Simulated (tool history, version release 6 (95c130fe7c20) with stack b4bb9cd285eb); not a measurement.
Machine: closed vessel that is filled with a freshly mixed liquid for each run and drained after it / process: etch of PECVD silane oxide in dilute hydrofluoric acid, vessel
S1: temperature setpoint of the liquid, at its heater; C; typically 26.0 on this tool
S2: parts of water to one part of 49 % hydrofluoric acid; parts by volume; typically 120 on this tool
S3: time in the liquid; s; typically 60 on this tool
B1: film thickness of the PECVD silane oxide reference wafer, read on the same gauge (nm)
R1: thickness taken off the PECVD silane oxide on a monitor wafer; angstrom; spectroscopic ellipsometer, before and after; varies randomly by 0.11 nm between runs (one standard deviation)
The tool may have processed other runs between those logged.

| run | day | S1 | S2 | S3 | B1 | R1 |
|---|---|---|---|---|---|---|
| 1 | 0.000 | 26.0 | 120 | 60 | 99.99 | 198.4 |
| 2 | 0.950 | 26.0 | 120 | 60 | 100.02 | 199.7 |
| 3 | 2.450 | 26.0 | 120 | 60 | 100.02 | 200.7 |
| 4 | 3.446 | 26.0 | 85 | 60 | 100.03 | 296.9 |
| 5 | 4.554 | 26.0 | 85 | 60 | 100.01 | 297.8 |
| 6 | 5.604 | 26.0 | 85 | 60 | 100.03 | 295.4 |
| 7 | 7.004 | 27.5 | 120 | 60 | 100.01 | 213.6 |
| 8 | 7.525 | 27.5 | 120 | 60 | 100.02 | 215.5 |
| 9 | 8.350 | 27.5 | 120 | 60 | 100.00 | 214.6 |
| 10 | 9.471 | 26.0 | 120 | 60 | 100.00 | 202.9 |
| 11 | 10.162 | 26.0 | 120 | 60 | 99.99 | 205.0 |
| 12 | 10.838 | 26.0 | 170 | 45 | 100.00 | 100.8 |
| 13 | 14.804 | 24.5 | 75 | 60 | 100.01 | 329.7 |
|  | 15.154 | gauge calibrated |
| 14 | 15.992 | 31.0 | 155 | 90 | 100.02 | 273.1 |
| 15 | 17.417 | 23.5 | 120 | 90 | 99.98 | 278.8 |
|  | 17.517 | hydrofluoric acid flow meter replaced |
|  | 20.342 | thermometer replaced |
| 16 | 21.575 | 31.0 | 155 | 90 | 99.99 | 253.2 |
| 17 | 22.879 | 26.0 | 120 | 95 | 100.02 | 306.5 |
| 18 | 23.971 | 27.5 | 70 | 30 | 99.97 | 186.8 |
| 19 | 24.992 | 29.5 | 120 | 80 | 100.00 | 289.3 |
| 20 | 26.079 | 26.0 | 120 | 60 | 100.01 | 190.2 |
| 21 | 26.625 | 26.0 | 120 | 60 | 100.00 | 192.9 |
| 22 | 27.971 | 26.0 | 120 | 60 | 99.99 | 194.3 |
| 23 | 29.121 | 26.0 | 120 | 70 | 100.00 | 224.4 |

4 options for the next run, each taken on its own from the tool as it stands now. Forecast them:
| A | 29.150 | 30.5 | 120 | 60 | ? | ? |
| B | 29.150 | 24.5 | 140 | 85 | ? | ? |
| C | 29.150 | 23.5 | 120 | 60 | ? | ? |
| D | 29.150 | 26.0 | 170 | 60 | ? | ? |

| run | B1 | R1 |
|---|---|---|
| A | 99.97 | 227.6 |
| B | 99.97 | 215.3 |
| C | 99.97 | 174.7 |
| D | 99.97 | 127.8 |
With no hidden state in the tool, these same runs would have given:
| run | R1 |
|---|---|
| A | 223.8 |
| B | 211.6 |
| C | 171.6 |
| D | 125.6 |
